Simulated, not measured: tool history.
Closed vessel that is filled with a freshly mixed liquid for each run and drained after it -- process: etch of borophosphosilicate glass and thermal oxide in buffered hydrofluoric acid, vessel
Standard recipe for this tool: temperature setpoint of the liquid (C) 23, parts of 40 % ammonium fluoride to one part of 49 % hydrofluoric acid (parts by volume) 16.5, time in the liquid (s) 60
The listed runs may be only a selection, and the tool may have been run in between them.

run,day,temperature setpoint of the liquid (C),parts of 40 % ammonium fluoride to one part of 49 % hydrofluoric acid (parts by volume),time in the liquid (s),wafers since the last listed run,hours since the thermometer was replaced,hours since the hydrofluoric acid flow meter was replaced,hours since the gauge calibration,"read-back film thickness of the borophosphosilicate glass reference wafer, read on the same gauge (nm)","read-back film thickness of the thermal oxide reference wafer, read on the same gauge (nm)",thickness taken off the borophosphosilicate glass on a monitor wafer (angstrom),thickness taken off the thermal oxide on a monitor wafer (angstrom)
1,0,23,16.5,85,0,2820.5,771.4,240.7,140,90,973.7,544
2,0.842,23,16.5,85,2035,2840.7,791.6,260.9,139.99,90.01,976.9,541
3,1.454,24.5,19,60,1481,2855.4,806.3,275.6,139.99,90,643.4,363
4,2.875,24.5,19,60,3435,2889.5,840.4,309.7,139.99,90.04,649.2,360.9
5,4.212,23,16.5,60,3234,2921.6,872.5,341.8,140.01,90,693,384
6,5.258,23,21,30,2528,2946.7,897.6,366.9,139.99,90,276.7,154.1
# day 5.858: thermometer replaced
7,6.362,18.5,16.5,30,2569,12.1,924.1,393.4,140.01,90.03,268.5,149.4
8,7.6,23,22.5,40,2992,41.8,953.8,423.1,139.97,90,349.1,196.7
9,9.1,20,10,45,3627,77.8,989.8,459.1,139.99,90.02,720.9,397.8
10,9.933,23,11.5,60,2015,97.8,1009.8,479.1,140.01,90.01,984.9,546.9
11,10.742,23,16.5,60,1954,117.2,1029.2,498.5,140,90.03,687.2,385.1
12,11.762,27.5,19.5,60,2468,141.7,1053.7,523,140.01,90,743.1,419.8
13,12.65,23,14.5,70,2146,163,1075,544.3,140.01,90.03,908.2,508.7

Run 14 is up next; what results do you expect?
# day 12.779: hydrofluoric acid flow meter replaced
# day 13.35: gauge calibrated
14,15.308,23,20,60,6327,226.8,60.7,47,?,?,?,?

Run 14 gave read-back film thickness of the borophosphosilicate glass reference wafer, read on the same gauge (nm) 139.97, read-back film thickness of the thermal oxide reference wafer, read on the same gauge (nm) 89.99, thickness taken off the borophosphosilicate glass on a monitor wafer (angstrom) 567.7, thickness taken off the thermal oxide on a monitor wafer (angstrom) 318.3.
With the hidden condition absent and the run-to-run variation left alone, this run would have shown thickness taken off the borophosphosilicate glass on a monitor wafer (angstrom) 567.7, thickness taken off the thermal oxide on a monitor wafer (angstrom) 318.3.
